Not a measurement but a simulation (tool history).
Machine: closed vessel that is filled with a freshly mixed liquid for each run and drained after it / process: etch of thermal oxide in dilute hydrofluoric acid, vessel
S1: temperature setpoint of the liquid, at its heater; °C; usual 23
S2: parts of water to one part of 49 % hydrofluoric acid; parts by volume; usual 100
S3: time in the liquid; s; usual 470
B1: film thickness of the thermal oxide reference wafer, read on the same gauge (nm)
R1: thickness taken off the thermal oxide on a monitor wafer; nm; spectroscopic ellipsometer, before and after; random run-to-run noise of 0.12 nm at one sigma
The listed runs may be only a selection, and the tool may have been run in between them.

Run 1, hour 0: usual settings but S3 545 s; B1 150. Result: R1 20.52 nm.
Run 2, hour 13: usual settings; B1 150. Result: R1 17.9 nm.
Run 3, hour 30.5: usual settings but S2 85 parts by volume, S3 355 s; B1 150. Result: R1 16.02 nm.
Run 4, hour 42.1: usual settings; B1 149.99. Result: R1 17.57 nm.
Run 5, hour 54.2: usual settings; B1 150. Result: R1 17.59 nm.
Run 6, hour 63.4: usual settings; B1 150.01. Result: R1 17.56 nm.
Run 7, hour 76.4: usual settings; B1 150.02. Result: R1 17.62 nm.
Run 8, hour 85.3: usual settings but S3 560 s; B1 149.98. Result: R1 20.94 nm.
Run 9, hour 93.4: usual settings but S3 560 s; B1 149.99. Result: R1 20.97 nm.
At hour 103.4: hydrofluoric acid flow meter replaced.
Run 10, hour 103.9: usual settings but S1 27 °C; B1 149.98. Result: R1 22.64 nm.
Run 11, hour 115.4: usual settings but S1 20 °C, S2 125 parts by volume; B1 149.99. Result: R1 13.34 nm.
Run 12, hour 122.1: usual settings but S1 19 °C, S2 70 parts by volume, S3 595 s; B1 150. Result: R1 31.11 nm.
Run 13, hour 131.7: usual settings but S1 21.5 °C, S2 120 parts by volume, S3 310 s; B1 150. Result: R1 9.92 nm.
At hour 137: thermometer replaced.
Run 14, hour 141.3: usual settings but S1 20 °C, S3 595 s; B1 150. Result: R1 21.83 nm.
Run 15, hour 158.4: usual settings; B1 150.01. Result: R1 19.5 nm.
At hour 166.6: gauge calibrated.
Run 16, hour 173.7: usual settings but S3 255 s; B1 150.01. Result: R1 10.38 nm.
Run 17, hour 183: usual settings but S1 19.5 °C, S2 60 parts by volume, S3 735 s; B1 149.99. Result: R1 46.06 nm.
Run 18, hour 200.8: usual settings but S1 21 °C, S2 70 parts by volume; B1 150. Result: R1 26.44 nm.
Run 19, hour 213.4: usual settings; B1 150.01. Result: R1 19.31 nm.

How would selected steps in R1 from run to run divide? Give the signed amount a tool lacking its hidden state would still show from settings, what came in and random variation, and the signed amount left for the hidden state, including any gauge scatter that is not in both of the compared results.
Unlogged tool condition in this case: liquid hotter than its thermometer reads (K); hydrofluoric acid flow below the setpoint (%); gauge reads high (%).
Run 9 -> 10: S1 23 -> 27, S3 560 -> 470, hydrofluoric acid flow meter replaced. R1 +1.67 nm: hidden state +2.44, all else -0.77.
Run 16 -> 17: S1 23 -> 19.5, S2 100 -> 60, S3 255 -> 735. R1 +35.68 nm: hidden state -0.69, all else +36.37.
